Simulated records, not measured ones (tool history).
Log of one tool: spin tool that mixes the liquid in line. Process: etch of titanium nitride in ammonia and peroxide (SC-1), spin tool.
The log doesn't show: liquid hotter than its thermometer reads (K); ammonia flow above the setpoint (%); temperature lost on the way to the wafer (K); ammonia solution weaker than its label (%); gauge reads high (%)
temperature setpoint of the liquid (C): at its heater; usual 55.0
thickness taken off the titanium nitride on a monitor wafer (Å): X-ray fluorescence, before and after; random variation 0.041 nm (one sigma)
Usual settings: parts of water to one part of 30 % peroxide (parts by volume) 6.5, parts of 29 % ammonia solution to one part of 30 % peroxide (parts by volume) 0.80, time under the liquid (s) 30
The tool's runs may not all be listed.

run	hour	temperature setpoint of the liquid (C)	parts of water to one part of 30 % peroxide (parts by volume)	parts of 29 % ammonia solution to one part of 30 % peroxide (parts by volume)	time under the liquid (s)	wafers since the last listed run	hours since the thermometer was replaced	hours since the ammonia flow meter was replaced	hours since the heated supply line was repaired	hours since the drum of ammonia solution was connected	hours since the gauge calibration	read-back film thickness of the titanium nitride reference wafer, read on the same gauge (nm)	thickness taken off the titanium nitride on a monitor wafer (Å)
1	0.0	55.0	6.5	0.80	30	0	2080.8	2019.0	1008.3	210.0	502.7	30.00	79.5
2	24.4	55.0	6.5	0.80	30	382	2105.2	2043.4	1032.7	234.4	527.1	29.95	80.3
3	67.0	55.0	6.5	0.80	30	668	2147.8	2086.0	1075.3	277.0	569.7	30.01	78.4
4	91.4	55.0	6.5	0.80	30	382	2172.2	2110.4	1099.7	301.4	594.1	30.04	79.8
5	155.3	55.0	6.5	0.80	30	1002	2236.1	2174.3	1163.6	365.3	658.0	30.00	80.0
6	222.6	55.0	6.5	0.80	30	1055	2303.4	2241.6	1230.9	432.6	725.3	30.01	79.8
7	292.2	55.0	6.5	0.80	30	1091	2373.0	2311.2	1300.5	502.2	794.9	29.97	80.5
# hour 306.4: gauge calibrated
8	360.5	55.0	6.5	0.80	30	1071	2441.3	2379.5	1368.8	570.5	54.1	30.01	81.2
9	417.4	55.0	6.5	0.80	30	892	2498.2	2436.4	1425.7	627.4	111.0	30.03	81.0
# hour 434.3: heated supply line repaired
# hour 441.6: ammonia flow meter replaced
10	471.1	55.0	5.5	0.80	30	810	2551.9	29.5	36.8	681.1	164.7	30.00	88.1
11	518.4	55.0	6.5	0.80	30	741	2599.2	76.8	84.1	728.4	212.0	30.00	80.8
12	565.6	58.5	6.5	1.20	45	740	2646.4	124.0	131.3	775.6	259.2	30.06	161.6
13	590.4	55.0	6.5	0.80	30	388	2671.2	148.8	156.1	800.4	284.0	29.98	82.2
14	659.0	55.0	6.5	0.45	20	1075	2739.8	217.4	224.7	869.0	352.6	29.97	49.8
# hour 671.8: new drum of ammonia solution connected
# hour 713.4: thermometer replaced
15	720.6	45.5	5.5	0.50	45	934	7.2	279.0	286.3	48.8	414.2	30.01	54.6
16	776.0	59.5	9.0	1.10	40	868	62.6	334.4	341.7	104.2	469.6	30.02	113.4
17	836.2	64.5	6.5	0.80	30	944	122.8	394.6	401.9	164.4	529.8	29.98	132.4
18	889.1	52.0	6.5	0.80	40	829	175.7	447.5	454.8	217.3	582.7	30.02	77.1
19	917.3	55.0	8.5	0.80	20	442	203.9	475.7	483.0	245.5	610.9	30.03	42.0
20	945.1	55.0	6.5	0.80	30	435	231.7	503.5	510.8	273.3	638.7	30.06	71.5

Some steps in thickness taken off the titanium nitride on a monitor wafer (Å) between neighbouring runs. How much of each would the tool show without its hidden state too (settings, what came in, random variation), and how much is left for the hidden state, with any gauge scatter that isn't in both results?
Run 11 -> 12: temperature setpoint of the liquid (C) 55.0 -> 58.5, parts of 29 % ammonia solution to one part of 30 % peroxide (parts by volume) 0.80 -> 1.20, time under the liquid (s) 30 -> 45. thickness taken off the titanium nitride on a monitor wafer (Å) +80.8: hidden state +11.8, all else +69.0.
Run 12 -> 13: temperature setpoint of the liquid (C) 58.5 -> 55.0, parts of 29 % ammonia solution to one part of 30 % peroxide (parts by volume) 1.20 -> 0.80, time under the liquid (s) 45 -> 30. thickness taken off the titanium nitride on a monitor wafer (Å) -79.4: hidden state -11.3, all else -68.1.
